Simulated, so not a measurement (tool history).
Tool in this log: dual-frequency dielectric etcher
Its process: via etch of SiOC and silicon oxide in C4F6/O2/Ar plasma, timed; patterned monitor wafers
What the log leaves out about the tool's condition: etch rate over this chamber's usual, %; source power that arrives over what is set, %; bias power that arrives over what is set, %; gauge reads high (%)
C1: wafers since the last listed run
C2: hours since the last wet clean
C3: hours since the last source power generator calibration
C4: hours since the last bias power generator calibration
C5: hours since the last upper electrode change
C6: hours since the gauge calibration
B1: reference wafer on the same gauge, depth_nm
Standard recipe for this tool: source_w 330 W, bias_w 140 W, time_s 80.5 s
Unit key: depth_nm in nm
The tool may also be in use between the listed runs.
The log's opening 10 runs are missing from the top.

Run 11, hour 250.4: usual settings but bias_w 114 W; C1 330; C2 93.2; C3 4949.4; C4 3269.8; C5 250.9; C6 892.3; B1 84.3. Result: depth_nm 71.9 nm.
Run 12, hour 265.3: usual settings; C1 198; C2 108.1; C3 4964.3; C4 3284.7; C5 265.8; C6 907.2; B1 84.3. Result: depth_nm 77.2 nm.
Run 13, hour 279.7: usual settings but source_w 370 W; C1 192; C2 122.5; C3 4978.7; C4 3299.1; C5 280.2; C6 921.6; B1 84.3. Result: depth_nm 80 nm.
Run 14, hour 306.4: usual settings; C1 356; C2 149.2; C3 5005.4; C4 3325.8; C5 306.9; C6 948.3; B1 84.3. Result: depth_nm 77.3 nm.
Run 15, hour 339.2: usual settings; C1 437; C2 182; C3 5038.2; C4 3358.6; C5 339.7; C6 981.1; B1 84.3. Result: depth_nm 77.2 nm.
At hour 346.2: bias power generator calibrated.
Run 16, hour 370.5: usual settings; C1 364; C2 213.3; C3 5069.5; C4 24.3; C5 371; C6 1012.4; B1 84.3. Result: depth_nm 77.4 nm.
At hour 396.7: gauge calibrated.
Run 17, hour 396.8: usual settings but source_w 270 W, bias_w 106 W, time_s 57.5 s; C1 350; C2 239.6; C3 5095.8; C4 50.6; C5 397.3; C6 0.1; B1 84.3. Result: depth_nm 47.7 nm.
At hour 412.3: source power generator calibrated.
Run 18, hour 412.8: usual settings but bias_w 161 W, time_s 72 s; C1 160; C2 255.6; C3 0.5; C4 66.6; C5 413.3; C6 16.1; B1 84.3. Result: depth_nm 73.1 nm.
Run 19, hour 432.1: usual settings but bias_w 115 W; C1 257; C2 274.9; C3 19.8; C4 85.9; C5 432.6; C6 35.4; B1 84.3. Result: depth_nm 72.9 nm.
Run 20, hour 448.9: usual settings but bias_w 116 W, time_s 86.5 s; C1 224; C2 291.7; C3 36.6; C4 102.7; C5 449.4; C6 52.2; B1 84.3. Result: depth_nm 78.7 nm.
Run 21, hour 477.9: usual settings but bias_w 106 W; C1 386; C2 320.7; C3 65.6; C4 131.7; C5 478.4; C6 81.2; B1 84.3. Result: depth_nm 71 nm.
Run 22, hour 505.3: usual settings; C1 365; C2 348.1; C3 93; C4 159.1; C5 505.8; C6 108.6; B1 84.3. Result: depth_nm 78.4 nm.
At hour 558.3: wet clean of the chamber.
Run 23, hour 558.8: usual settings; C1 393; C2 0.5; C3 146.5; C4 212.6; C5 559.3; C6 162.1; B1 84.3. Result: depth_nm 76 nm.
Run 24, hour 559.8: usual settings but source_w 290 W, bias_w 166 W, time_s 104.5 s; C1 13; C2 1.5; C3 147.5; C4 213.6; C5 560.3; C6 163.1; B1 84.3. Result: depth_nm 101.2 nm.
Run 25, hour 580.8: usual settings but source_w 270 W, bias_w 169 W, time_s 58 s; C1 280; C2 22.5; C3 168.5; C4 234.6; C5 581.3; C6 184.1; B1 84.3. Result: depth_nm 55.6 nm.
Run 26, hour 614.3: usual settings but source_w 360 W; C1 446; C2 56; C3 202; C4 268.1; C5 614.8; C6 217.6; B1 84.3. Result: depth_nm 78.9 nm.
Run 27, hour 627.2: usual settings but bias_w 155 W, time_s 65.5 s; C1 172; C2 68.9; C3 214.9; C4 281; C5 627.7; C6 230.5; B1 84.3. Result: depth_nm 64.8 nm.
Run 28, hour 648.5: usual settings but source_w 410 W, bias_w 106 W, time_s 89 s; C1 284; C2 90.2; C3 236.2; C4 302.3; C5 649; C6 251.8; B1 84.3. Result: depth_nm 82.4 nm.
Run 29, hour 730.3: usual settings; C1 1090; C2 172; C3 318; C4 384.1; C5 730.8; C6 333.6; B1 84.3. Result: depth_nm 77.2 nm.
Run 30, hour 762.8: usual settings; C1 433; C2 204.5; C3 350.5; C4 416.6; C5 763.3; C6 366.1; B1 84.3. Result: depth_nm 77.5 nm.

4 ways to go on from here, each from the tool as it stands after run 30. What would each give?
Run A, hour 763.2: usual settings but bias_w 171 W; C1 5; C2 204.9; C3 350.9; C4 417; C5 763.7; C6 366.5; B1 ?. Result: depth_nm ?.
Run B, hour 763.2: usual settings but source_w 350 W, time_s 69.5 s; C1 5; C2 204.9; C3 350.9; C4 417; C5 763.7; C6 366.5; B1 ?. Result: depth_nm ?.
Run C, hour 763.2: usual settings but source_w 270 W, bias_w 153 W, time_s 92 s; C1 5; C2 204.9; C3 350.9; C4 417; C5 763.7; C6 366.5; B1 ?. Result: depth_nm ?.
Run D, hour 763.2: usual settings but time_s 102 s; C1 5; C2 204.9; C3 350.9; C4 417; C5 763.7; C6 366.5; B1 ?. Result: depth_nm ?.

run    B1  depth_nm
  A  84.3      82.6
  B  84.3      67.6
  C  84.3        86
  D  84.3      97.6
What these runs would have given with no unlogged condition in the tool:
run  depth_nm
  A      81.6
  B      66.8
  C      84.9
  D      96.4
